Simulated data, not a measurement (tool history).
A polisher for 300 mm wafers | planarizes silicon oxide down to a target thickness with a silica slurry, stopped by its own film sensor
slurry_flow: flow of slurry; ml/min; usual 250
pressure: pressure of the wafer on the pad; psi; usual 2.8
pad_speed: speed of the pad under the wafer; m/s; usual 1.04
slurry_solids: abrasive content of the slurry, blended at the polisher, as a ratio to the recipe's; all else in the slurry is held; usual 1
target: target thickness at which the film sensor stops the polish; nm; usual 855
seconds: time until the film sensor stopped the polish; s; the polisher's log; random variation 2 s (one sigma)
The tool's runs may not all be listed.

run	hour	slurry_flow	pressure	pad_speed	slurry_solids	target	wafers since the last listed run	wafers polished on this pad	hours since the slurry nozzle was cleaned	hours since the head pressure was calibrated	hours since the slurry blender was calibrated	hours since the conditioning disc was replaced	incoming thickness of the incoming film, nm	seconds
1	0	250	2.8	1.04	0.9	855	0	1068	6.1	1290.5	92.5	237.7	1062.4	127.7
2	23.1	250	2.8	1.04	0.9	855	252	1321	29.2	1313.6	115.6	260.8	1057.6	126
3	44.2	250	2.8	1.04	0.9	855	231	1552	50.3	1334.7	136.7	281.9	1038.1	119.2
# hour 48.2: head pressure recalibrated
4	78.8	250	2.8	1.04	0.85	855	356	1909	84.9	30.6	171.3	316.5	1056.2	133
5	106.7	310	2.8	1.22	1	855	305	2214	112.8	58.5	199.2	344.4	1051.3	102.8
# hour 123.6: worn pad replaced by a new one
6	130.5	250	2.8	1.04	1	855	216	75	136.6	82.3	223	368.2	1058.5	123.9
7	157.3	215	2.1	1.04	1	855	293	369	163.4	109.1	249.8	395	1045.8	148.4
8	182.4	250	3	1.04	1	855	274	644	188.5	134.2	274.9	420.1	1044.7	109
9	207.1	250	2.8	1.04	1	855	270	914	213.2	158.9	299.6	444.8	1036.8	113.1
10	232.5	250	3.5	1.04	1	855	278	1192	238.6	184.3	325	470.2	1043.3	93.6
11	262.1	250	2.8	1.4	1	855	324	1517	268.2	213.9	354.6	499.8	1055.8	103.5
12	291.7	250	2.8	1.04	1	855	324	1841	297.8	243.5	384.2	529.4	1039.6	117.2
# hour 297.3: slurry blender recalibrated
13	325.3	250	2.8	1.04	0.9	874	346	2187	331.4	277.1	28	563	1061.3	124.4
# hour 336.7: conditioning disc replaced and pad reconditioned
14	338.9	250	3.6	1.04	1	855	127	2314	345	290.7	41.6	2.2	1052.2	82.7
# hour 348: slurry nozzle cleaned
15	366.1	195	2.8	1.04	1	855	286	2601	18.1	317.9	68.8	29.4	1072	123.5
# hour 370.9: worn pad replaced by a new one
16	393.8	170	3.4	1.04	1	855	259	251	45.8	345.6	96.5	57.1	1053.6	101.5
17	406.2	250	2.8	1.04	1	855	135	386	58.2	358	108.9	69.5	1038	103.8
18	428.7	250	2.1	1.04	1	835	246	633	80.7	380.5	131.4	92	1053.1	162.9
19	457.5	250	3.1	0.8	0.9	855	315	948	109.5	409.3	160.2	120.8	1062.4	139.7
20	490.3	250	2.8	1.04	1	855	359	1307	142.3	442.1	193	153.6	1060.2	119.7
21	511.5	300	2.8	0.94	0.85	855	232	1540	163.5	463.3	214.2	174.8	1054.4	136
22	536.4	250	2.3	1.22	1	855	272	1812	188.4	488.2	239.1	199.7	1055.9	126.9
23	553.8	330	2.8	1.04	1	909	190	2003	205.8	505.6	256.5	217.1	1069.4	96.9
# hour 579.3: worn pad replaced by a new one
24	602.7	250	2.3	1.04	0.85	855	491	256	254.7	554.5	305.4	266	1046.3	150.3
25	617	250	2.8	1.04	1	855	156	413	269	568.8	319.7	280.3	1043.6	115.1

Forecast each of these 4 alternatives for the next run:
A	617.5	250	2.8	1.04	1	855	5	418	269.5	569.3	320.2	280.8	1053.1	?
B	617.5	335	2.8	1.04	0.75	855	5	418	269.5	569.3	320.2	280.8	1053.1	?
C	617.5	250	2.8	1.04	0.85	885	5	418	269.5	569.3	320.2	280.8	1053.1	?
D	617.5	170	1.9	1.36	1.1	855	5	418	269.5	569.3	320.2	280.8	1053.1	?

run	seconds
A	118.5
B	131.3
C	107.8
D	139.1
Without the tool's hidden state the same runs would have given:
run	seconds
A	101.3
B	112.3
C	92.2
D	120.5
